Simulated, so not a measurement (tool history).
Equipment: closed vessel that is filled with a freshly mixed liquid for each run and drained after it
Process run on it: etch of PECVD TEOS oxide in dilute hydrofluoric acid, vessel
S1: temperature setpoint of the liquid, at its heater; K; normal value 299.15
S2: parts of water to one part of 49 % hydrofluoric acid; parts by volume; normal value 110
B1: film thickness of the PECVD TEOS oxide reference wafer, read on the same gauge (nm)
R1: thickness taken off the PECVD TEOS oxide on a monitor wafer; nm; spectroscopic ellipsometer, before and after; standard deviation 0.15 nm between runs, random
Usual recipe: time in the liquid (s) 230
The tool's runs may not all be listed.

Run 1, day 0.000: usual settings but S1 295.65 K, time in the liquid (s) 160; B1 109.99. Result: R1 14.44 nm.
Run 2, day 0.738: usual settings but S1 295.65 K, time in the liquid (s) 160; B1 110.01. Result: R1 14.33 nm.
Run 3, day 1.742: usual settings but S1 295.65 K, time in the liquid (s) 160; B1 109.98. Result: R1 14.35 nm.
Run 4, day 3.133: usual settings but S1 302.15 K; B1 110.02. Result: R1 26.43 nm.
Run 5, day 4.579: usual settings but S1 302.15 K; B1 109.99. Result: R1 26.65 nm.
Run 6, day 5.350: usual settings; B1 109.98. Result: R1 24.06 nm.
Run 7, day 6.746: usual settings; B1 110.02. Result: R1 23.70 nm.
Run 8, day 8.058: usual settings; B1 109.97. Result: R1 24.13 nm.
At day 8.650: hydrofluoric acid flow meter replaced.
Run 9, day 9.242: usual settings but S1 301.15 K, S2 145 parts by volume, time in the liquid (s) 125; B1 109.98. Result: R1 10.71 nm.
Run 10, day 9.900: usual settings but S1 302.65 K; B1 110.00. Result: R1 28.95 nm.
Run 11, day 11.383: usual settings but time in the liquid (s) 305; B1 110.02. Result: R1 33.23 nm.
At day 11.788: thermometer replaced.
At day 11.975: hydrofluoric acid flow meter replaced, repeated, since the last time left the tool worse.
At day 13.275: gauge calibrated.
Run 12, day 14.896: usual settings but S1 302.65 K, S2 160 parts by volume; B1 109.96. Result: R1 16.82 nm.
Run 13, day 16.242: usual settings; B1 109.97. Result: R1 22.80 nm.

Forecast run 14:
Run 14, day 17.388: usual settings but S1 301.65 K, S2 65 parts by volume, time in the liquid (s) 320; B1 ?. Result: R1 ?.

Run 14 produced B1 110.01, R1 62.39 nm.
Were there no unlogged condition in the tool, this run, its random variation unchanged, would have produced R1 61.37 nm.

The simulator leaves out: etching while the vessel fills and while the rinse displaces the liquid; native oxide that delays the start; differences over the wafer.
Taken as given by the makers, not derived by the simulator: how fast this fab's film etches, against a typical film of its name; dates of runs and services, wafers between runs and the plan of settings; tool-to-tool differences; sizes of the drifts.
